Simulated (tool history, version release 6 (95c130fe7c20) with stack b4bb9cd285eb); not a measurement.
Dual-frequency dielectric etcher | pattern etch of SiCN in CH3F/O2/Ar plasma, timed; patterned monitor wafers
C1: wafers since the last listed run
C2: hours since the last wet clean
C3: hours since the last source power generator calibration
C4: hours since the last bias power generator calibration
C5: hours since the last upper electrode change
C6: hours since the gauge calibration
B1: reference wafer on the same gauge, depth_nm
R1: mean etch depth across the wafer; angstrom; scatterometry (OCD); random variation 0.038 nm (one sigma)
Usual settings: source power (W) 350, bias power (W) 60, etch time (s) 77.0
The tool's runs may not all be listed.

{"run": 1, "hour": 0.0, "source power (W)": 350, "bias power (W)": 57, "etch time (s)": 77.0, "C1": 0, "C2": 546.4, "C3": 2734.7, "C4": 2159.2, "C5": 5763.8, "C6": 6.3, "B1": 27.62, "R1": 246.4}
{"run": 2, "hour": 7.1, "source power (W)": 350, "bias power (W)": 60, "etch time (s)": 77.0, "C1": 92, "C2": 553.5, "C3": 2741.8, "C4": 2166.3, "C5": 5770.9, "C6": 13.4, "B1": 27.59, "R1": 253.0}
{"run": 3, "hour": 22.3, "source power (W)": 350, "bias power (W)": 60, "etch time (s)": 77.0, "C1": 197, "C2": 568.7, "C3": 2757.0, "C4": 2181.5, "C5": 5786.1, "C6": 28.6, "B1": 27.59, "R1": 252.6}
{"run": 4, "hour": 74.9, "source power (W)": 410, "bias power (W)": 60, "etch time (s)": 77.0, "C1": 681, "C2": 621.3, "C3": 2809.6, "C4": 2234.1, "C5": 5838.7, "C6": 81.2, "B1": 27.61, "R1": 274.6}
{"run": 5, "hour": 86.1, "source power (W)": 410, "bias power (W)": 60, "etch time (s)": 77.0, "C1": 145, "C2": 632.5, "C3": 2820.8, "C4": 2245.3, "C5": 5849.9, "C6": 92.4, "B1": 27.6, "R1": 274.3}
{"run": 6, "hour": 95.8, "source power (W)": 350, "bias power (W)": 60, "etch time (s)": 82.0, "C1": 125, "C2": 642.2, "C3": 2830.5, "C4": 2255.0, "C5": 5859.6, "C6": 102.1, "B1": 27.59, "R1": 267.8}
{"run": 7, "hour": 112.3, "source power (W)": 350, "bias power (W)": 60, "etch time (s)": 82.0, "C1": 213, "C2": 658.7, "C3": 2847.0, "C4": 2271.5, "C5": 5876.1, "C6": 118.6, "B1": 27.61, "R1": 267.8}
{"hour": 132.6, "done": "source power generator calibrated"}
{"hour": 137.2, "done": "upper electrode replaced"}
{"hour": 142.3, "done": "wet clean of the chamber"}
{"run": 8, "hour": 142.8, "source power (W)": 350, "bias power (W)": 60, "etch time (s)": 82.0, "C1": 218, "C2": 0.5, "C3": 10.2, "C4": 2302.0, "C5": 5.6, "C6": 149.1, "B1": 27.58, "R1": 270.3}
{"run": 9, "hour": 143.1, "source power (W)": 350, "bias power (W)": 60, "etch time (s)": 94.0, "C1": 3, "C2": 0.8, "C3": 10.5, "C4": 2302.3, "C5": 5.9, "C6": 149.4, "B1": 27.61, "R1": 311.0}
{"run": 10, "hour": 145.4, "source power (W)": 350, "bias power (W)": 60, "etch time (s)": 94.0, "C1": 29, "C2": 3.1, "C3": 12.8, "C4": 2304.6, "C5": 8.2, "C6": 151.7, "B1": 27.6, "R1": 310.2}
{"run": 11, "hour": 155.1, "source power (W)": 350, "bias power (W)": 60, "etch time (s)": 89.5, "C1": 125, "C2": 12.8, "C3": 22.5, "C4": 2314.3, "C5": 17.9, "C6": 161.4, "B1": 27.6, "R1": 295.5}
{"run": 12, "hour": 162.4, "source power (W)": 350, "bias power (W)": 60, "etch time (s)": 88.0, "C1": 94, "C2": 20.1, "C3": 29.8, "C4": 2321.6, "C5": 25.2, "C6": 168.7, "B1": 27.6, "R1": 290.6}
{"run": 13, "hour": 176.8, "source power (W)": 350, "bias power (W)": 60, "etch time (s)": 77.0, "C1": 186, "C2": 34.5, "C3": 44.2, "C4": 2336.0, "C5": 39.6, "C6": 183.1, "B1": 27.6, "R1": 254.0}
{"run": 14, "hour": 187.2, "source power (W)": 400, "bias power (W)": 60, "etch time (s)": 77.0, "C1": 134, "C2": 44.9, "C3": 54.6, "C4": 2346.4, "C5": 50.0, "C6": 193.5, "B1": 27.6, "R1": 273.4}
{"run": 15, "hour": 201.3, "source power (W)": 290, "bias power (W)": 69, "etch time (s)": 93.5, "C1": 182, "C2": 59.0, "C3": 68.7, "C4": 2360.5, "C5": 64.1, "C6": 207.6, "B1": 27.59, "R1": 295.4}
{"run": 16, "hour": 218.8, "source power (W)": 350, "bias power (W)": 60, "etch time (s)": 77.0, "C1": 226, "C2": 76.5, "C3": 86.2, "C4": 2378.0, "C5": 81.6, "C6": 225.1, "B1": 27.61, "R1": 254.1}
{"run": 17, "hour": 268.9, "source power (W)": 350, "bias power (W)": 60, "etch time (s)": 77.0, "C1": 649, "C2": 126.6, "C3": 136.3, "C4": 2428.1, "C5": 131.7, "C6": 275.2, "B1": 27.6, "R1": 254.2}
{"run": 18, "hour": 282.9, "source power (W)": 350, "bias power (W)": 60, "etch time (s)": 88.0, "C1": 181, "C2": 140.6, "C3": 150.3, "C4": 2442.1, "C5": 145.7, "C6": 289.2, "B1": 27.61, "R1": 290.7}
{"hour": 288.0, "done": "bias power generator calibrated"}
{"run": 19, "hour": 291.0, "source power (W)": 400, "bias power (W)": 60, "etch time (s)": 69.0, "C1": 53, "C2": 148.7, "C3": 158.4, "C4": 3.0, "C5": 153.8, "C6": 297.3, "B1": 27.6, "R1": 243.9}
{"run": 20, "hour": 299.5, "source power (W)": 390, "bias power (W)": 60, "etch time (s)": 77.0, "C1": 110, "C2": 157.2, "C3": 166.9, "C4": 11.5, "C5": 162.3, "C6": 305.8, "B1": 27.61, "R1": 269.6}
{"hour": 305.7, "done": "gauge calibrated"}
{"run": 21, "hour": 317.4, "source power (W)": 350, "bias power (W)": 60, "etch time (s)": 64.0, "C1": 232, "C2": 175.1, "C3": 184.8, "C4": 29.4, "C5": 180.2, "C6": 11.7, "B1": 27.61, "R1": 211.4}
{"run": 22, "hour": 335.1, "source power (W)": 350, "bias power (W)": 60, "etch time (s)": 77.0, "C1": 229, "C2": 192.8, "C3": 202.5, "C4": 47.1, "C5": 197.9, "C6": 29.4, "B1": 27.61, "R1": 254.2}
{"run": 23, "hour": 348.5, "source power (W)": 350, "bias power (W)": 60, "etch time (s)": 77.0, "C1": 173, "C2": 206.2, "C3": 215.9, "C4": 60.5, "C5": 211.3, "C6": 42.8, "B1": 27.59, "R1": 254.1}
{"run": 24, "hour": 362.3, "source power (W)": 430, "bias power (W)": 70, "etch time (s)": 65.0, "C1": 178, "C2": 220.0, "C3": 229.7, "C4": 74.3, "C5": 225.1, "C6": 56.6, "B1": 27.6, "R1": 256.5}
{"run": 25, "hour": 372.3, "source power (W)": 350, "bias power (W)": 57, "etch time (s)": 77.0, "C1": 129, "C2": 230.0, "C3": 239.7, "C4": 84.3, "C5": 235.1, "C6": 66.6, "B1": 27.61, "R1": 247.1}
{"run": 26, "hour": 378.8, "source power (W)": 300, "bias power (W)": 60, "etch time (s)": 77.0, "C1": 84, "C2": 236.5, "C3": 246.2, "C4": 90.8, "C5": 241.6, "C6": 73.1, "B1": 27.6, "R1": 232.3}
{"run": 27, "hour": 392.8, "source power (W)": 440, "bias power (W)": 54, "etch time (s)": 77.0, "C1": 181, "C2": 250.5, "C3": 260.2, "C4": 104.8, "C5": 255.6, "C6": 87.1, "B1": 27.6, "R1": 272.4}
{"run": 28, "hour": 405.8, "source power (W)": 320, "bias power (W)": 60, "etch time (s)": 77.0, "C1": 168, "C2": 263.5, "C3": 273.2, "C4": 117.8, "C5": 268.6, "C6": 100.1, "B1": 27.6, "R1": 241.1}
{"run": 29, "hour": 423.2, "source power (W)": 350, "bias power (W)": 60, "etch time (s)": 77.0, "C1": 225, "C2": 280.9, "C3": 290.6, "C4": 135.2, "C5": 286.0, "C6": 117.5, "B1": 27.59, "R1": 253.2}
{"run": 30, "hour": 440.6, "source power (W)": 310, "bias power (W)": 73, "etch time (s)": 89.0, "C1": 225, "C2": 298.3, "C3": 308.0, "C4": 152.6, "C5": 303.4, "C6": 134.9, "B1": 27.6, "R1": 299.5}

Forecast each of these 4 alternatives for the next run:
{"run": "A", "hour": 441.0, "source power (W)": 350, "bias power (W)": 60, "etch time (s)": 77.0, "C1": 5, "C2": 298.7, "C3": 308.4, "C4": 153.0, "C5": 303.8, "C6": 135.3, "B1": "?", "R1": "?"}
{"run": "B", "hour": 441.0, "source power (W)": 290, "bias power (W)": 73, "etch time (s)": 94.5, "C1": 5, "C2": 298.7, "C3": 308.4, "C4": 153.0, "C5": 303.8, "C6": 135.3, "B1": "?", "R1": "?"}
{"run": "C", "hour": 441.0, "source power (W)": 350, "bias power (W)": 49, "etch time (s)": 70.5, "C1": 5, "C2": 298.7, "C3": 308.4, "C4": 153.0, "C5": 303.8, "C6": 135.3, "B1": "?", "R1": "?"}
{"run": "D", "hour": 441.0, "source power (W)": 300, "bias power (W)": 73, "etch time (s)": 59.5, "C1": 5, "C2": 298.7, "C3": 308.4, "C4": 153.0, "C5": 303.8, "C6": 135.3, "B1": "?", "R1": "?"}

run=A B1=27.60 R1=253.2
run=B B1=27.60 R1=306.4
run=C B1=27.60 R1=210.5
run=D B1=27.60 R1=196.8
Without the tool's hidden state the same runs would have given:
run=A R1=254.3
run=B R1=307.7
run=C R1=211.4
run=D R1=197.7

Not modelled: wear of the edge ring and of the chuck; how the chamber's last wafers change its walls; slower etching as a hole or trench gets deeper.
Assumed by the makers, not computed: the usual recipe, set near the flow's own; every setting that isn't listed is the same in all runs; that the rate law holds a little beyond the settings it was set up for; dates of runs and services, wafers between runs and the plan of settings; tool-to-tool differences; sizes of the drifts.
